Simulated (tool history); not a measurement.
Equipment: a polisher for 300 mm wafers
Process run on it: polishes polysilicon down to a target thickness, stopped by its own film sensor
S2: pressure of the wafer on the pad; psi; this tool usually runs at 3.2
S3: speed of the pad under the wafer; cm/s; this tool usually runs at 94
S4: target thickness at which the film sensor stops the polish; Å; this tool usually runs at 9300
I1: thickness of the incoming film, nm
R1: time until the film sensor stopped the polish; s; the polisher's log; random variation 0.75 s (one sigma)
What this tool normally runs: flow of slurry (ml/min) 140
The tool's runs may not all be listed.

Run 1, hour 0.0: usual settings but flow of slurry (ml/min) 130; I1 1599.3. Result: R1 77.9 s.
Run 2, hour 16.5: usual settings but flow of slurry (ml/min) 130; I1 1568.8. Result: R1 75.7 s.
Run 3, hour 41.8: usual settings but S4 7640 Å; I1 1589.4. Result: R1 97.8 s.
Run 4, hour 55.6: usual settings but S4 7640 Å; I1 1598.7. Result: R1 98.7 s.
Run 5, hour 68.3: usual settings but S4 7640 Å; I1 1561.8. Result: R1 94.2 s.
Run 6, hour 82.3: usual settings but flow of slurry (ml/min) 100, S3 86 cm/s; I1 1579.7. Result: R1 90.7 s.
Run 7, hour 99.1: usual settings but flow of slurry (ml/min) 100, S3 86 cm/s; I1 1596.2. Result: R1 94.0 s.
Run 8, hour 112.2: usual settings but flow of slurry (ml/min) 100, S3 86 cm/s; I1 1601.6. Result: R1 96.8 s.
Run 9, hour 128.9: usual settings; I1 1576.7. Result: R1 80.2 s.
At hour 136.2: head pressure recalibrated.
At hour 139.5: worn pad replaced by a new one.
Run 10, hour 146.6: usual settings; I1 1598.5. Result: R1 82.4 s.
Run 11, hour 161.1: usual settings but S4 7970 Å; I1 1572.4. Result: R1 98.1 s.
Run 12, hour 172.1: usual settings but S4 7970 Å; I1 1594.7. Result: R1 99.5 s.
Run 13, hour 182.8: usual settings but S4 7970 Å; I1 1602.2. Result: R1 100.4 s.
Run 14, hour 189.7: usual settings; I1 1609.9. Result: R1 85.9 s.
At hour 191.2: slurry nozzle cleaned.
Run 15, hour 196.0: usual settings but S4 7970 Å; I1 1594.6. Result: R1 99.9 s.
Run 16, hour 202.5: usual settings but flow of slurry (ml/min) 100, S2 2.7 psi, S4 7580 Å; I1 1591.8. Result: R1 134.2 s.
Run 17, hour 217.0: usual settings but flow of slurry (ml/min) 185; I1 1581.9. Result: R1 77.9 s.
Run 18, hour 270.2: usual settings but flow of slurry (ml/min) 130; I1 1607.7. Result: R1 89.2 s.
Run 19, hour 282.5: usual settings but flow of slurry (ml/min) 95, S4 8720 Å; I1 1593.4. Result: R1 102.9 s.
Run 20, hour 291.1: usual settings but flow of slurry (ml/min) 170, S2 2.5 psi, S3 112 cm/s, S4 11350 Å; I1 1564.6. Result: R1 58.7 s.
Run 21, hour 304.0: usual settings but flow of slurry (ml/min) 170, S3 120 cm/s, S4 8160 Å; I1 1566.5. Result: R1 77.1 s.
Run 22, hour 311.4: usual settings; I1 1569.7. Result: R1 85.6 s.
At hour 317.1: worn pad replaced by a new one.
Run 23, hour 326.9: usual settings but flow of slurry (ml/min) 130; I1 1595.0. Result: R1 80.9 s.
Run 24, hour 336.1: usual settings but S3 66 cm/s; I1 1617.1. Result: R1 117.0 s.
Run 25, hour 346.8: usual settings but S3 74 cm/s; I1 1590.4. Result: R1 101.5 s.
Run 26, hour 355.4: usual settings; I1 1570.3. Result: R1 78.1 s.
Run 27, hour 365.7: usual settings but flow of slurry (ml/min) 125, S2 2.6 psi, S3 70 cm/s, S4 8330 Å; I1 1596.2. Result: R1 153.5 s.
Run 28, hour 372.9: usual settings but flow of slurry (ml/min) 185, S2 2.2 psi; I1 1622.7. Result: R1 117.1 s.
Run 29, hour 389.7: usual settings but flow of slurry (ml/min) 180, S4 8520 Å; I1 1570.9. Result: R1 84.1 s.
Run 30, hour 403.3: usual settings but S3 86 cm/s; I1 1583.4. Result: R1 88.6 s.
Run 31, hour 420.7: usual settings but flow of slurry (ml/min) 180, S2 4.1 psi, S3 70 cm/s, S4 10640 Å; I1 1579.4. Result: R1 64.0 s.
Run 32, hour 435.7: usual settings but flow of slurry (ml/min) 165, S2 4.2 psi, S3 74 cm/s, S4 11580 Å; I1 1584.1. Result: R1 49.6 s.
Run 33, hour 444.3: usual settings; I1 1581.1. Result: R1 81.1 s.
Run 34, hour 458.6: usual settings but S3 62 cm/s; I1 1553.3. Result: R1 117.2 s.
Run 35, hour 472.2: usual settings but flow of slurry (ml/min) 185, S3 118 cm/s, S4 7300 Å; I1 1601.4. Result: R1 86.3 s.
At hour 491.4: worn pad replaced by a new one.
Run 36, hour 508.4: usual settings but flow of slurry (ml/min) 160, S2 3.6 psi, S3 126 cm/s, S4 7620 Å; I1 1622.6. Result: R1 67.3 s.

Alternative continuations, all from the tool just after run 36; predict every row:
Run A, hour 508.8: usual settings; I1 1589.8. Result: R1 ?.
Run B, hour 508.8: usual settings but flow of slurry (ml/min) 95, S2 2.2 psi, S3 82 cm/s, S4 8340 Å; I1 1589.8. Result: R1 ?.
Run C, hour 508.8: usual settings but flow of slurry (ml/min) 90, S2 2.1 psi; I1 1589.8. Result: R1 ?.
Run D, hour 508.8: usual settings but S4 7430 Å; I1 1589.8. Result: R1 ?.
Run E, hour 508.8: usual settings but flow of slurry (ml/min) 90; I1 1589.8. Result: R1 ?.

run     R1
  A   79.5
  B  164.7
  C  133.7
  D  102.0
  E   87.8
With no hidden state in the tool, these same runs would have given:
run     R1
  A   82.9
  B  171.7
  C  139.5
  D  106.4
  E   91.5
